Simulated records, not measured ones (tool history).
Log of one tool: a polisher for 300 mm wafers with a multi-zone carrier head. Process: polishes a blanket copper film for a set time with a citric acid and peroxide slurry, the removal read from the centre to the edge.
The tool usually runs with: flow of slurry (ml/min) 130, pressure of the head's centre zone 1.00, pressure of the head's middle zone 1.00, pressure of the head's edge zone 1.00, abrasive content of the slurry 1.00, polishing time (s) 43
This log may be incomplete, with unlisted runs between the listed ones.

run,hour,flow of slurry (ml/min),pressure of the head's centre zone,pressure of the head's middle zone,pressure of the head's edge zone,abrasive content of the slurry,polishing time (s),"incoming thickness of the incoming film, nm",film removed at the wafer's centre (nm),film removed at mid-radius (nm),film removed at the wafer's edge (nm)
1,0.0,130,1.00,1.00,1.00,1.20,43,591.7,116.2,115.2,119.7
# hour 79.7: centre zone pressure recalibrated
2,91.0,130,1.00,1.00,1.00,1.00,43,597.1,115.5,111.2,113.9
3,166.2,130,1.00,1.00,1.00,1.00,43,590.3,110.1,111.1,112.2
4,236.4,130,1.00,1.00,1.00,1.00,43,591.4,113.9,110.1,112.4
# hour 279.9: worn pad replaced by a new one
5,307.6,130,1.00,1.00,1.00,1.00,43,584.1,106.8,106.2,111.1
# hour 355.6: slurry nozzle cleaned
6,379.6,130,1.00,1.00,1.00,0.95,43,595.6,113.0,109.9,112.4
7,478.5,130,1.04,1.00,1.00,1.00,43,601.4,117.0,112.3,114.5
8,531.4,130,0.90,1.05,1.00,1.10,55,588.5,135.6,148.8,149.7
# hour 569.8: centre zone pressure recalibrated
9,597.0,130,1.00,1.00,0.90,1.00,29,594.3,75.1,74.6,72.5
10,697.4,130,1.00,1.00,1.00,1.00,43,591.3,108.7,107.8,112.0
11,760.9,130,1.00,1.00,1.00,1.00,43,591.0,106.1,104.8,109.9
# hour 788.7: worn pad replaced by a new one
# hour 790.9: slurry nozzle cleaned
# hour 808.6: edge zone pressure recalibrated
12,850.9,130,1.00,1.00,1.00,1.00,43,601.8,113.2,112.9,115.0
# hour 883.3: carrier head's membrane replaced by a new one
13,939.2,130,0.96,1.00,0.89,1.25,51,586.4,135.3,135.5,134.6
14,1013.8,130,1.00,1.00,1.00,1.00,43,581.1,111.4,110.7,114.7
# hour 1059.9: centre zone pressure recalibrated
15,1088.8,110,1.00,1.00,1.00,1.00,43,589.4,109.2,105.1,110.8
# hour 1188.0: slurry nozzle cleaned
16,1193.7,130,1.00,1.04,1.00,1.25,43,583.7,118.9,120.3,119.5
# hour 1215.3: worn pad replaced by a new one, of another model than before
17,1295.1,130,0.92,1.00,1.09,0.80,43,584.5,98.4,106.8,114.6
18,1400.1,130,1.09,1.00,1.00,1.00,43,590.4,125.1,111.4,113.7
19,1493.4,155,1.00,1.10,1.00,0.85,43,581.0,111.0,117.1,111.0
# hour 1596.4: worn pad replaced by a new one
# hour 1625.7: centre zone pressure recalibrated
# hour 1659.3: edge zone pressure recalibrated
# hour 1688.1: slurry nozzle cleaned
20,1792.5,130,0.91,1.09,1.00,1.00,43,598.7,105.5,121.9,115.3

Below are 5 alternative next runs, each starting from the tool's condition after run 20. Predict each:
A,1792.9,130,1.00,0.93,1.00,1.00,43,582.2,?,?,?
B,1792.9,130,1.00,1.00,1.12,1.00,43,582.2,?,?,?
C,1792.9,130,1.00,0.88,0.90,1.00,50,582.2,?,?,?
D,1792.9,130,1.04,1.00,1.10,1.00,43,582.2,?,?,?
E,1792.9,115,0.92,1.10,1.00,1.00,43,582.2,?,?,?

run,film removed at the wafer's centre (nm),film removed at mid-radius (nm),film removed at the wafer's edge (nm)
A,116.3,105.8,114.4
B,116.4,112.4,120.9
C,135.2,117.5,126.6
D,121.1,112.4,119.8
E,105.9,120.9,113.4
With no hidden state in the tool, these same runs would have given:
run,film removed at the wafer's centre (nm),film removed at mid-radius (nm),film removed at the wafer's edge (nm)
A,116.5,106.0,114.5
B,116.6,112.6,121.0
C,135.5,117.7,126.8
D,121.3,112.6,119.9
E,106.2,121.1,113.5
